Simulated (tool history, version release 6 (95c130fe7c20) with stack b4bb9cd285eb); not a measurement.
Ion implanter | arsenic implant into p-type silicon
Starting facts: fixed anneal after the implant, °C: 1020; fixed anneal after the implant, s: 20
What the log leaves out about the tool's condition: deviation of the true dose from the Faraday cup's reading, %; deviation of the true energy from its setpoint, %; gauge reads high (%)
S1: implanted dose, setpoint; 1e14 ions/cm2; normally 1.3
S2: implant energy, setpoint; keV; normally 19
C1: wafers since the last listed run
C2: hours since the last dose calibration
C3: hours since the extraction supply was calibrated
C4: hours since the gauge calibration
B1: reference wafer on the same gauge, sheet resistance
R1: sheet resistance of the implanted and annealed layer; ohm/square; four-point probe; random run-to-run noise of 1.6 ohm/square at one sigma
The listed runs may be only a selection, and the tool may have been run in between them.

{"run": 1, "hour": 0.0, "S1": 1.3, "S2": 21.5, "C1": 0, "C2": 1181.9, "C3": 1747.8, "C4": 329.9, "B1": 471.9, "R1": 515.54}
{"run": 2, "hour": 40.7, "S1": 1.3, "S2": 21.5, "C1": 555, "C2": 1222.6, "C3": 1788.5, "C4": 370.6, "B1": 472.14, "R1": 518.73}
{"run": 3, "hour": 69.0, "S1": 1.3, "S2": 19, "C1": 386, "C2": 1250.9, "C3": 1816.8, "C4": 398.9, "B1": 472.35, "R1": 528.69}
{"run": 4, "hour": 100.7, "S1": 1.3, "S2": 19, "C1": 432, "C2": 1282.6, "C3": 1848.5, "C4": 430.6, "B1": 472.22, "R1": 525.79}
{"run": 5, "hour": 169.1, "S1": 1.3, "S2": 19, "C1": 934, "C2": 1351, "C3": 1916.9, "C4": 499, "B1": 471.48, "R1": 527.3}
{"run": 6, "hour": 208.9, "S1": 1.3, "S2": 19, "C1": 543, "C2": 1390.8, "C3": 1956.7, "C4": 538.8, "B1": 471.87, "R1": 530.33}
{"run": 7, "hour": 244.2, "S1": 1.3, "S2": 22, "C1": 482, "C2": 1426.1, "C3": 1992, "C4": 574.1, "B1": 472.05, "R1": 516.33}

The next listed run, before its measurement:
{"hour": 249.1, "done": "gauge calibrated"}
{"run": 8, "hour": 279.1, "S1": 1.59, "S2": 21.5, "C1": 476, "C2": 1461, "C3": 2026.9, "C4": 30, "B1": "?", "R1": "?"}

Logged for run 8: B1 471.47, R1 447.28 ohm/square.
If the tool had no hidden condition, the same run with the same run-to-run variation would have returned R1 463.92 ohm/square.

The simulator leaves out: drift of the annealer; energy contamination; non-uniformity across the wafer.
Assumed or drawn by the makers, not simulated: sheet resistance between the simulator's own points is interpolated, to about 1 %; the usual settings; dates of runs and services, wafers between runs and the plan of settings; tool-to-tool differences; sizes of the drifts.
